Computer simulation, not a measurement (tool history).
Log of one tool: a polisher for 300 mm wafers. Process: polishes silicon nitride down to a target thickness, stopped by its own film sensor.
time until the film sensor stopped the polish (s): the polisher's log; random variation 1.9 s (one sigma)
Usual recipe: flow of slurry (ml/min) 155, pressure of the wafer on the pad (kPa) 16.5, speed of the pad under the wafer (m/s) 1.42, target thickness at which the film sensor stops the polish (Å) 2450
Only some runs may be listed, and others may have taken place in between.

run,hour,flow of slurry (ml/min),pressure of the wafer on the pad (kPa),speed of the pad under the wafer (m/s),target thickness at which the film sensor stops the polish (Å),wafers since the last listed run,wafers polished on this pad,hours since the slurry nozzle was cleaned,hours since the head pressure was calibrated,"incoming thickness of the incoming film, nm",time until the film sensor stopped the polish (s)
1,0,155,16.5,1.42,2450,0,1255,178.1,1038.6,445,143.8
2,24.3,155,16.5,1.42,2450,177,1433,202.4,1062.9,455.8,148.6
3,79.4,155,16.5,1.42,2450,403,1837,257.5,1118,452.8,145.6
# hour 91.8: worn pad replaced by a new one
4,241.4,155,16.5,1.42,2450,1156,1095,419.5,1280,449.5,144.1
# hour 318.3: slurry nozzle cleaned
5,332.7,155,16.5,1.42,2450,660,1756,14.4,1371.3,449.5,147.8
# hour 371.9: worn pad replaced by a new one
6,386.6,155,16.5,1.42,2450,365,107,68.3,1425.2,449.7,147.9
7,426.8,155,13.8,1.42,2450,294,402,108.5,1465.4,441.9,158.1
8,466.7,155,13.8,1.42,2450,292,694,148.4,1505.3,443.3,158.9
9,518.4,155,16.5,1.42,2990,378,1072,200.1,1557,440.1,98
# hour 520.9: head pressure recalibrated
10,682.1,155,16.5,1.42,2990,1183,2256,363.8,161.2,453.1,112.5
# hour 698.1: worn pad replaced by a new one
11,735.6,155,16.5,1.42,2990,362,274,417.3,214.7,448.4,103.6
12,787.3,155,20.7,1.6,2450,378,653,469,266.4,451.3,115.8
13,846.5,155,20.7,1.6,2450,433,1086,528.2,325.6,452.6,117.3
14,900.7,155,16.5,1.42,2450,396,1483,582.4,379.8,446.6,147.6
# hour 938.4: slurry nozzle cleaned
15,969.7,155,20.7,1.6,2450,497,1981,31.3,448.8,452.3,111.3
# hour 1002: worn pad replaced by a new one
16,1012.2,200,14.5,1.66,2920,281,74,73.8,491.3,450,103.6
17,1071.5,110,19.3,1.74,2000,434,508,133.1,550.6,455.2,147.7
18,1096.5,155,16.5,1.62,2960,182,691,158.1,575.6,450.5,97
19,1161,155,16.5,1.42,2450,472,1164,222.6,640.1,446.4,145.5
20,1185.2,125,16.5,1.42,2450,177,1341,246.8,664.3,451.6,155
21,1254.2,155,20,1.82,2450,505,1846,315.8,733.3,441.5,100.9
# hour 1317: worn pad replaced by a new one
22,1317.7,185,12.4,1.42,3090,435,4,379.3,796.8,440.5,111.2
23,1341.9,135,16.5,1.42,2450,177,181,403.5,821,451.3,153.5
24,1382.5,125,16.5,1.42,2450,297,479,444.1,861.6,444.7,150
25,1415.2,155,16.5,1.68,2450,239,718,476.8,894.3,440.7,122.1
26,1479,205,13.1,1.42,2450,467,1185,540.6,958.1,445.5,158.7
# hour 1480.6: slurry nozzle cleaned
27,1539.5,155,16.5,1.42,2450,435,1621,58.9,1018.6,456.1,151.3

Branching from run 27: 4 alternative next runs. What would each branch give?
A,1540,155,16.5,1.42,2450,3,1624,59.4,1019.1,459,?
B,1540,155,14.5,1.42,2450,3,1624,59.4,1019.1,459,?
C,1540,195,16.5,1.78,2820,3,1624,59.4,1019.1,459,?
D,1540,185,20.7,1.56,2760,3,1624,59.4,1019.1,459,?

run,time until the film sensor stopped the polish (s)
A,149.5
B,163.5
C,99.4
D,98.3
Without the tool's unlogged condition, the same runs would have read:
run,time until the film sensor stopped the polish (s)
A,149.5
B,163.5
C,99.4
D,98.3
